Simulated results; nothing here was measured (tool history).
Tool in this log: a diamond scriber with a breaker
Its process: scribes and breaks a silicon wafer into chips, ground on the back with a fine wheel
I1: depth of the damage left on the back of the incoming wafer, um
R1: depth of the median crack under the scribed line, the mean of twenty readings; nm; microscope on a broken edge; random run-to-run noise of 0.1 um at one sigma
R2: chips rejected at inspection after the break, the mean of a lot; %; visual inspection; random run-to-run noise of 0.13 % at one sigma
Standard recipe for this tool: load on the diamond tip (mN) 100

Run 1, hour 0.0: usual settings but load on the diamond tip (mN) 110; I1 1.55. Result: R1 11570 nm, R2 2.49 %.
Run 2, hour 9.3: usual settings but load on the diamond tip (mN) 110; I1 1.93. Result: R1 11530 nm, R2 2.76 %.
Run 3, hour 18.4: usual settings; I1 2.75. Result: R1 10880 nm, R2 6.48 %.
Run 4, hour 35.9: usual settings but load on the diamond tip (mN) 107; I1 2.56. Result: R1 11450 nm, R2 4.10 %.
Run 5, hour 50.6: usual settings but load on the diamond tip (mN) 107; I1 2.29. Result: R1 11050 nm, R2 3.79 %.
Run 6, hour 64.7: usual settings but load on the diamond tip (mN) 107; I1 2.74. Result: R1 11260 nm, R2 4.80 %.
Run 7, hour 80.8: usual settings but load on the diamond tip (mN) 87; I1 1.70. Result: R1 9780 nm, R2 14.23 %.
Run 8, hour 95.5: usual settings; I1 1.55. Result: R1 10650 nm, R2 6.56 %.
Run 9, hour 108.4: usual settings but load on the diamond tip (mN) 119; I1 1.88. Result: R1 11910 nm, R2 2.03 %.
Run 10, hour 119.8: usual settings but load on the diamond tip (mN) 125; I1 2.37. Result: R1 12170 nm, R2 2.11 %.
At hour 124.4: load on the tip recalibrated.
Run 11, hour 133.7: usual settings but load on the diamond tip (mN) 78; I1 1.65. Result: R1 8950 nm, R2 24.13 %.
Run 12, hour 143.4: usual settings but load on the diamond tip (mN) 128; I1 2.30. Result: R1 12380 nm, R2 2.29 %.
At hour 151.0: diamond tip replaced by a new one.
Run 13, hour 159.3: usual settings; I1 2.37. Result: R1 11790 nm, R2 2.41 %.
Run 14, hour 172.4: usual settings; I1 2.76. Result: R1 11980 nm, R2 3.20 %.
Run 15, hour 189.0: usual settings but load on the diamond tip (mN) 79; I1 1.60. Result: R1 10150 nm, R2 10.96 %.
Run 16, hour 205.1: usual settings but load on the diamond tip (mN) 92; I1 1.95. Result: R1 11180 nm, R2 4.37 %.
Run 17, hour 214.8: usual settings but load on the diamond tip (mN) 118; I1 2.08. Result: R1 13100 nm, R2 3.49 %.

Alternative continuations, all from the tool just after run 17; predict every row:
Run A, hour 215.4: usual settings but load on the diamond tip (mN) 121; I1 2.20. Result: R1 ?, R2 ?.
Run B, hour 215.4: usual settings but load on the diamond tip (mN) 76; I1 2.20. Result: R1 ?, R2 ?.
Run C, hour 215.4: usual settings but load on the diamond tip (mN) 115; I1 2.20. Result: R1 ?, R2 ?.
Run D, hour 215.4: usual settings but load on the diamond tip (mN) 129; I1 2.20. Result: R1 ?, R2 ?.

run     R1     R2
  A  13310   4.07
  B   9830  14.93
  C  12870   2.85
  D  13880   6.43
With no hidden state in the tool, these same runs would have given:
run     R1     R2
  A  13830   6.20
  B  10210  11.03
  C  13380   4.31
  D  14420   9.36
